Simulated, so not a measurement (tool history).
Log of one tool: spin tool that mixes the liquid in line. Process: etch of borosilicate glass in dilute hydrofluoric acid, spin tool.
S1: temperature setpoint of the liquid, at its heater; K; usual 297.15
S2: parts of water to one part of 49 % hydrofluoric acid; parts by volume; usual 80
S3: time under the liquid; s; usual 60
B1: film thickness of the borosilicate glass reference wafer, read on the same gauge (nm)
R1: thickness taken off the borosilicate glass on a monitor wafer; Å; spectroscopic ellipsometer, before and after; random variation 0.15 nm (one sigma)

run,day,S1,S2,S3,B1,R1
1,0.000,297.15,80,80,39.98,468.6
2,1.192,294.65,90,60,40.02,281.6
3,3.058,294.65,90,60,40.02,280.5
4,4.329,297.15,80,85,39.98,500.5
5,12.217,297.15,80,60,40.00,357.9
6,14.675,297.15,80,60,40.00,357.3
7,16.008,297.15,80,35,40.00,208.1
8,17.633,297.15,80,35,40.01,209.4
9,20.192,297.15,105,60,40.00,265.3
10,25.133,297.15,80,60,40.01,362.2
11,26.462,297.15,80,60,40.01,362.1
12,27.829,297.15,80,60,39.98,362.9
13,29.583,297.15,80,60,39.99,362.4
14,30.862,293.65,80,60,40.00,314.7
# day 31.254: thermometer replaced
15,32.762,293.65,80,60,40.00,301.4
16,35.083,296.15,80,60,40.00,336.2
17,37.379,295.15,110,25,40.00,94.4
18,38.871,301.15,100,85,39.98,451.5
19,40.783,297.15,80,60,40.01,349.3
20,42.304,297.15,100,40,40.00,182.7
21,43.979,295.65,80,60,40.01,331.1
# day 45.575: gauge calibrated
22,46.821,301.15,100,70,40.00,377.1
# day 47.988: hydrofluoric acid flow meter replaced
23,48.183,292.15,120,35,40.00,106.9
24,50.817,295.15,110,25,40.01,95.5
25,52.462,292.65,80,85,40.01,418.4
26,53.817,297.15,80,60,40.01,352.9
27,61.988,301.15,80,50,39.99,348.4
28,63.592,297.15,45,35,39.99,388.3
29,65.929,294.15,80,90,40.00,473.2
30,66.975,297.15,80,60,40.03,359.7
31,69.175,301.15,105,40,40.01,205.3
32,70.217,297.15,55,60,39.98,546.0
33,72.708,297.15,65,40,40.00,302.6
34,74.042,295.65,115,80,40.02,302.4

Forecast each of these 3 alternatives for the next run:
A,74.058,297.15,80,60,?,?
B,74.058,297.15,50,60,?,?
C,74.058,293.65,45,80,?,?

run,B1,R1
A,39.97,361.4
B,39.97,601.8
C,39.97,776.2
Without the tool's hidden state the same runs would have given:
run,R1
A,346.2
B,576.0
C,741.9

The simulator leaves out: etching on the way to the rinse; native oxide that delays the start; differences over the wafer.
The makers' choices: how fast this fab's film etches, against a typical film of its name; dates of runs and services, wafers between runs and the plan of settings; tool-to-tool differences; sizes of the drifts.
